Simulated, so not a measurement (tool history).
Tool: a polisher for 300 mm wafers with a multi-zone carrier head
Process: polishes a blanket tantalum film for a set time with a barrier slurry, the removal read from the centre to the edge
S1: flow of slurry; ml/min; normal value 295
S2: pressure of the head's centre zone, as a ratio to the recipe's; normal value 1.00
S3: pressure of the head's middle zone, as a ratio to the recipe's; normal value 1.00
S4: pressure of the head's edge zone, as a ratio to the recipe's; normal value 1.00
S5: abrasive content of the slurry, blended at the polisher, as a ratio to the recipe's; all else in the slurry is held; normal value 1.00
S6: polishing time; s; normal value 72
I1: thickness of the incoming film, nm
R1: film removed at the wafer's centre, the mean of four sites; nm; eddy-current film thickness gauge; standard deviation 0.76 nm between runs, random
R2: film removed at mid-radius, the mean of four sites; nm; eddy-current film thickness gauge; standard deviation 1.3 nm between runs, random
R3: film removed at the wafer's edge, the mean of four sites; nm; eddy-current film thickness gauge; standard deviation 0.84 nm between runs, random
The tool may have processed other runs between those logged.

run   hour   S1    S2    S3    S4    S5  S6     I1     R1     R2     R3
  1    0.0  295  1.00  1.00  1.00  1.00  72  341.9   98.9   97.0  103.6
  2   16.0  355  1.00  1.00  1.00  1.00  95  345.4  136.6  132.8  136.3
  3   26.6  380  1.00  1.00  1.00  1.00  72  339.0  102.4   99.1  104.6
  4   41.1  395  0.97  1.00  1.00  0.70  62  339.6   67.3   66.4   69.9
  5   56.8  295  0.96  1.00  0.88  1.00  72  342.8   97.0   97.9   96.7
  6   74.4  295  1.00  1.00  1.00  1.20  51  339.5   76.0   73.4   77.3
  7   91.4  295  1.00  1.00  1.00  1.00  72  339.5   99.8   97.5  102.5
  8   98.7  295  1.00  1.00  1.00  1.00  72  345.9  100.0   97.1  102.4
  9  113.5  295  1.00  1.00  1.00  1.00  83  338.3  115.5  113.6  118.5
 10  127.8  295  1.04  1.00  1.10  1.00  72  337.1  104.1   99.3  108.0
 11  134.2  295  1.00  0.91  0.90  1.00  72  336.8   99.5   91.8   99.6
 12  144.0  295  1.00  0.95  1.00  1.00  72  336.6   99.9   95.7  101.8
 13  154.7  295  1.00  1.00  1.00  1.00  72  337.3  100.5   96.8  100.9
 14  162.6  295  1.00  1.11  1.00  1.00  72  338.6   99.5  103.2  104.0
 15  172.1  295  0.94  0.95  1.07  1.00  81  344.7  109.1  104.9  118.7
 16  218.4  295  1.00  0.96  1.10  1.20  91  338.0  137.6  124.7  146.2
 17  229.3  195  1.00  1.00  1.00  1.25  79  336.8  111.8  110.6  118.1
 18  247.0  295  0.89  1.00  1.00  1.00  72  341.8   92.7   96.7  103.7
 19  253.2  295  1.00  1.00  1.00  0.70  72  344.9   76.8   76.4   78.8
 20  270.7  205  1.05  1.00  1.00  1.00  97  336.1  131.9  122.7  132.9
 21  281.6  295  1.00  1.00  1.00  1.20  94  344.9  139.6  137.5  143.8

Taken out of this log: 5 entries between the listed runs. Where each belongs, and how the hidden state differs across it:
From run 1 to run 2: slurry nozzle cleaned (hour 11.0)
  the hidden state is the same at both runs
From run 3 to run 4: centre zone pressure recalibrated (hour 40.3)
  the hidden state is the same at both runs
From run 8 to run 9: carrier head's membrane replaced by a new one (hour 108.0); worn pad replaced by a new one (hour 110.6)
  the hidden state is the same at both runs
From run 16 to run 17: worn pad replaced by a new one (hour 228.8)
  the hidden state is the same at both runs
